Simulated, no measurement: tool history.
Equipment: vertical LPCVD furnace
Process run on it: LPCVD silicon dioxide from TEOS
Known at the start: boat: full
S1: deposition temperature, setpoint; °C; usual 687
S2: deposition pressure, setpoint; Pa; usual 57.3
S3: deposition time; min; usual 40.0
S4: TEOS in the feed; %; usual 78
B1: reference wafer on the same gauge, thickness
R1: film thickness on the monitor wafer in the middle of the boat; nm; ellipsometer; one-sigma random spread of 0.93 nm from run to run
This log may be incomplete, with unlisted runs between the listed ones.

run    hour   S1    S2    S3  S4      B1      R1
  1     0.0  687  57.3  40.0  78  338.51  287.84
  2    90.5  687  48.0  40.0  78  338.79  263.95
  3   240.5  684  57.3  40.0  78  339.57  270.75
  4   290.2  684  57.3  40.0  78  339.09  268.77
  5   340.0  687  57.3  44.0  78  339.35  318.59
  6   411.2  687  57.3  40.0  86  339.71  304.22
  7   458.6  687  57.3  40.0  78  339.98  290.43
  8   547.4  687  57.3  40.0  78  340.12  291.80
  9   592.0  687  57.3  40.0  78  340.28  289.58
 10   638.6  687  57.3  40.0  78  340.61  290.62
 11   678.4  687  57.3  40.0  78  340.51  291.46
 12   724.8  681  65.3  40.0  78  340.63  268.01
      749.8  -- TEOS flow controller replaced
 13   800.2  681  65.3  40.0  78  340.61  267.97
 14   893.8  687  57.3  48.5  78  340.98  352.94
 15   961.9  687  57.3  48.5  78  341.48  352.75
 16  1035.0  687  57.3  44.5  65  341.65  296.53
     1192.5  -- pressure gauge zeroed
 17  1222.6  687  48.0  40.0  78  342.09  266.42
 18  1306.1  687  57.3  40.0  89  342.11  313.14

Run 19 is up next; what results do you expect?
     1408.5  -- thermocouples replaced and temperature profile calibrated
 19  1409.0  681  65.3  40.0  78   ?   ?

B1: 342.44
R1: 271.94 nm
If the tool had no hidden condition, the same run with the same run-to-run variation would have returned R1 265.94 nm.
